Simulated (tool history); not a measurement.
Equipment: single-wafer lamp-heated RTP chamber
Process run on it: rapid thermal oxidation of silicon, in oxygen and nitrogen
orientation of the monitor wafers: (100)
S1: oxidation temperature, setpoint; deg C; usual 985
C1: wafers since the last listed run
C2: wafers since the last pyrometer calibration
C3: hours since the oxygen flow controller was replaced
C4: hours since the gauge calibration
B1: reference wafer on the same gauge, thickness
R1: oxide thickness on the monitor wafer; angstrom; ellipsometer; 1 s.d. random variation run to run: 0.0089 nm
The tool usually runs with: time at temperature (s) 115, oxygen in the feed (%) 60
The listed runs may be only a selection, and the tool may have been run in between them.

Run 1, hour 0.0: usual settings; C1 0; C2 3053; C3 6484.0; C4 651.8; B1 5.989. Result: R1 59.70 angstrom.
Run 2, hour 52.3: usual settings; C1 455; C2 3508; C3 6536.3; C4 704.1; B1 5.991. Result: R1 59.90 angstrom.
Run 3, hour 113.8: usual settings; C1 535; C2 4044; C3 6597.8; C4 765.6; B1 5.988. Result: R1 59.75 angstrom.
Run 4, hour 180.9: usual settings; C1 584; C2 4628; C3 6664.9; C4 832.7; B1 5.990. Result: R1 59.83 angstrom.
Run 5, hour 216.2: usual settings; C1 307; C2 4935; C3 6700.2; C4 868.0; B1 5.990. Result: R1 60.01 angstrom.
Run 6, hour 261.8: usual settings; C1 396; C2 5332; C3 6745.8; C4 913.6; B1 5.993. Result: R1 60.03 angstrom.
At hour 277.6: gauge calibrated.
Run 7, hour 287.7: usual settings; C1 225; C2 5558; C3 6771.7; C4 10.1; B1 5.990. Result: R1 60.12 angstrom.
Run 8, hour 348.3: usual settings; C1 527; C2 6085; C3 6832.3; C4 70.7; B1 5.990. Result: R1 60.34 angstrom.
At hour 375.0: pyrometer window cleaned and pyrometer calibrated.
Run 9, hour 375.5: usual settings; C1 167; C2 3; C3 6859.5; C4 97.9; B1 5.987. Result: R1 59.48 angstrom.
Run 10, hour 423.2: usual settings; C1 415; C2 419; C3 6907.2; C4 145.6; B1 5.992. Result: R1 59.59 angstrom.
Run 11, hour 464.6: usual settings; C1 360; C2 779; C3 6948.6; C4 187.0; B1 5.989. Result: R1 59.43 angstrom.
Run 12, hour 512.2: usual settings; C1 414; C2 1193; C3 6996.2; C4 234.6; B1 5.993. Result: R1 59.57 angstrom.
Run 13, hour 582.9: usual settings; C1 615; C2 1809; C3 7066.9; C4 305.3; B1 5.988. Result: R1 59.57 angstrom.
Run 14, hour 653.9: usual settings but time at temperature (s) 150, oxygen in the feed (%) 71; C1 618; C2 2427; C3 7137.9; C4 376.3; B1 5.993. Result: R1 71.39 angstrom.
Run 15, hour 717.0: usual settings but time at temperature (s) 150, oxygen in the feed (%) 71; C1 549; C2 2976; C3 7201.0; C4 439.4; B1 5.988. Result: R1 71.34 angstrom.
Run 16, hour 746.6: usual settings but time at temperature (s) 80; C1 257; C2 3234; C3 7230.6; C4 469.0; B1 5.992. Result: R1 50.88 angstrom.
Run 17, hour 772.1: usual settings but time at temperature (s) 169; C1 221; C2 3456; C3 7256.1; C4 494.5; B1 5.989. Result: R1 70.96 angstrom.
Run 18, hour 832.9: usual settings but S1 1000 deg C, oxygen in the feed (%) 90; C1 529; C2 3985; C3 7316.9; C4 555.3; B1 5.987. Result: R1 77.19 angstrom.
Run 19, hour 889.4: usual settings; C1 491; C2 4477; C3 7373.4; C4 611.8; B1 5.989. Result: R1 59.86 angstrom.
Run 20, hour 924.0: usual settings but oxygen in the feed (%) 50; C1 301; C2 4778; C3 7408.0; C4 646.4; B1 5.991. Result: R1 56.29 angstrom.
Run 21, hour 992.4: usual settings but S1 1014 deg C, time at temperature (s) 64, oxygen in the feed (%) 69; C1 595; C2 5373; C3 7476.4; C4 714.8; B1 5.988. Result: R1 60.00 angstrom.
Run 22, hour 1044.6: usual settings but S1 1014 deg C, time at temperature (s) 141, oxygen in the feed (%) 37; C1 454; C2 5828; C3 7528.6; C4 767.0; B1 5.991. Result: R1 68.81 angstrom.
Run 23, hour 1103.6: usual settings but S1 1007 deg C, time at temperature (s) 134, oxygen in the feed (%) 83; C1 513; C2 6341; C3 7587.6; C4 826.0; B1 5.989. Result: R1 85.33 angstrom.
At hour 1112.3: gauge calibrated.
At hour 1116.1: pyrometer window cleaned and pyrometer calibrated.
At hour 1117.4: oxygen flow controller replaced.
Run 24, hour 1144.6: usual settings but oxygen in the feed (%) 32; C1 276; C2 237; C3 27.2; C4 32.3; B1 5.989. Result: R1 48.09 angstrom.
Run 25, hour 1188.1: usual settings but oxygen in the feed (%) 75; C1 378; C2 615; C3 70.7; C4 75.8; B1 5.988. Result: R1 64.32 angstrom.
Run 26, hour 1217.2: usual settings; C1 253; C2 869; C3 99.8; C4 104.9; B1 5.992. Result: R1 59.63 angstrom.
Run 27, hour 1259.4: usual settings but S1 956 deg C, time at temperature (s) 69, oxygen in the feed (%) 68; C1 367; C2 1236; C3 142.0; C4 147.1; B1 5.987. Result: R1 40.46 angstrom.
Run 28, hour 1330.1: usual settings; C1 615; C2 1851; C3 212.7; C4 217.8; B1 5.991. Result: R1 59.81 angstrom.
Run 29, hour 1356.1: usual settings but S1 1013 deg C, oxygen in the feed (%) 74; C1 226; C2 2078; C3 238.7; C4 243.8; B1 5.987. Result: R1 78.81 angstrom.
Run 30, hour 1384.6: usual settings; C1 248; C2 2326; C3 267.2; C4 272.3; B1 5.987. Result: R1 59.64 angstrom.
Run 31, hour 1418.0: usual settings but S1 956 deg C, time at temperature (s) 69, oxygen in the feed (%) 68; C1 290; C2 2617; C3 300.6; C4 305.7; B1 5.991. Result: R1 40.59 angstrom.
Run 32, hour 1442.9: usual settings but S1 1010 deg C; C1 216; C2 2833; C3 325.5; C4 330.6; B1 5.990. Result: R1 71.50 angstrom.

Hidden state, per run?
deviation of the oxygen flow from its setpoint, %: 0, the same for each run
gauge reads high (%): 0, the same for each run
H1: true wafer temperature minus pyrometer reading, K
run     H1
  1  0.621
  2  0.736
  3  0.891
  4   1.09
  5    1.2
  6   1.36
  7   1.45
  8   1.69
  9  0.166
 10  0.173
 11  0.189
 12  0.221
 13  0.292
 14  0.392
 15  0.507
 16  0.568
 17  0.625
 18  0.776
 19  0.936
 20   1.04
 21   1.28
 22   1.47
 23   1.71
 24  0.166
 25  0.179
 26  0.194
 27  0.224
 28  0.297
 29  0.332
 30  0.374
 31  0.429
 32  0.475

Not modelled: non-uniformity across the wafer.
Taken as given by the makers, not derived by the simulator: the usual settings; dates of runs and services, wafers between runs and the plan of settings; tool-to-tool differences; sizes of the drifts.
